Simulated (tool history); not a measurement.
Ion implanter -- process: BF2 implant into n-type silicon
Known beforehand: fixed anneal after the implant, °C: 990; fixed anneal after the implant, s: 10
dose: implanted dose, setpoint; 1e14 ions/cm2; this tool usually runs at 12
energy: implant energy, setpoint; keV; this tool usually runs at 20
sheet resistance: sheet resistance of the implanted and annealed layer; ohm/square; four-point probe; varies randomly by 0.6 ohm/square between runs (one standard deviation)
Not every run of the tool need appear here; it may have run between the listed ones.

run    hour   dose  energy  wafers since the last listed run  hours since the last dose calibration  hours since the extraction supply was calibrated  hours since the gauge calibration  read-back reference wafer on the same gauge, sheet resistance  sheet resistance
  1       0     12      20                                 0                                   1721                                            3701.1                              453.9                                                         223.88            190.68
  2    18.3     12      20                               372                                 1739.3                                            3719.4                              472.2                                                         223.76            191.59
  3    53.1   9.68      20                               708                                 1774.1                                            3754.2                                507                                                         224.06            198.49
  4    85.2   9.68      20                               653                                 1806.2                                            3786.3                              539.1                                                         224.39            198.23
  5   114.3   9.68      20                               592                                 1835.3                                            3815.4                              568.2                                                         224.14             197.7
  6   149.9     12      20                               724                                 1870.9                                              3851                              603.8                                                         223.49            192.02
  7   173.2     12      20                               474                                 1894.2                                            3874.3                              627.1                                                         224.05            192.28
  8   197.7     12      20                               498                                 1918.7                                            3898.8                              651.6                                                         223.73            191.12
  9   219.1     12      20                               435                                 1940.1                                            3920.2                                673                                                         223.89            191.07
 10   295.8  14.79    25.5                              1560                                 2016.8                                            3996.9                              749.7                                                         224.21            161.48
      335.4  -- Faraday cup replaced and dose calibrated
 11   335.9     12      20                               653                                    0.5                                              4037                              789.8                                                            224            191.83
 12   359.3     12      20                               476                                   23.9                                            4060.4                              813.2                                                         224.12            191.15
 13   388.1  10.37      20                               585                                   52.7                                            4089.2                                842                                                         224.09            195.38
 14     413  10.37      20                               506                                   77.6                                            4114.1                              866.9                                                         223.85            195.11
      422.2  -- gauge calibrated
 15   448.1  10.37      20                               714                                  112.7                                            4149.2                               25.9                                                         224.13            195.83
 16   479.6   14.3      20                               640                                  144.2                                            4180.7                               57.4                                                         223.72            187.12
 17   495.9  14.83    25.5                               331                                  160.5                                              4197                               73.7                                                         223.92             161.6
 18   522.1  10.07    13.5                               533                                  186.7                                            4223.2                               99.9                                                         223.96             240.2
 19   556.9     12      20                               708                                  221.5                                              4258                              134.7                                                         224.08               192
      566.1  -- extraction supply calibrated
 20   569.2  12.97    25.5                                87                                  233.8                                               3.1                                147                                                         224.13            165.43
 21   590.1  14.86      15                               425                                  254.7                                                24                              167.9                                                         223.96            216.63
 22   624.1   8.74      15                               691                                  288.7                                                58                              201.9                                                         223.88            232.69
 23     646     12      20                               445                                  310.6                                              79.9                              223.8                                                         223.54             190.7
 24   662.3     12      20                               331                                  326.9                                              96.2                              240.1                                                         223.55            190.67
 25   695.4  13.95    22.5                               673                                    360                                             129.3                              273.2                                                         224.06            176.33
 26   715.5     12      20                               408                                  380.1                                             149.4                              293.3                                                         223.77            191.64
 27   733.9     12      17                               374                                  398.5                                             167.8                              311.7                                                          224.3            209.86
 28   763.7  14.33    13.5                               606                                  428.3                                             197.6                              341.5                                                          224.1            227.98
 29   784.9  15.51      25                               431                                  449.5                                             218.8                              362.7                                                         224.11            162.38
 30   802.5   8.74      15                               358                                  467.1                                             236.4                              380.3                                                         223.74            232.66
 31   837.3  10.09      20                               708                                  501.9                                             271.2                              415.1                                                         223.66            196.39
 32   862.9   8.72    16.5                               520                                  527.5                                             296.8                              440.7                                                         223.87            223.44
 33   897.3     12      14                               699                                  561.9                                             331.2                              475.1                                                         224.07            230.24
 34   928.9     12      18                               642                                  593.5                                             362.8                              506.7                                                         223.99            202.05
 35   942.9     12      20                               284                                  607.5                                             376.8                              520.7                                                         224.05             190.9
 36   963.2  10.62      14                               413                                  627.8                                             397.1                                541                                                         223.74            232.61
 37  1028.9     12      20                              1336                                  693.5                                             462.8                              606.7                                                         223.82            191.06

Each row is a separate what-if for the run after 37, all from the same tool condition, not one after another. Results?
  A  1029.3     12      20                                 8                                  693.9                                             463.2                              607.1                                                              ?                 ?
  B  1029.3   8.83      20                                 8                                  693.9                                             463.2                              607.1                                                              ?                 ?
  C  1029.3  10.41      13                                 8                                  693.9                                             463.2                              607.1                                                              ?                 ?
  D  1029.3  13.89    25.5                                 8                                  693.9                                             463.2                              607.1                                                              ?                 ?

run  read-back reference wafer on the same gauge, sheet resistance  sheet resistance
  A                                                         224.22            190.91
  B                                                         224.22            201.33
  C                                                         224.22            242.12
  D                                                         224.22            163.19
Stripped of hidden state, with their random variation kept, the same runs would have yielded:
run  sheet resistance
  A            190.91
  B            201.33
  C            242.12
  D            163.19
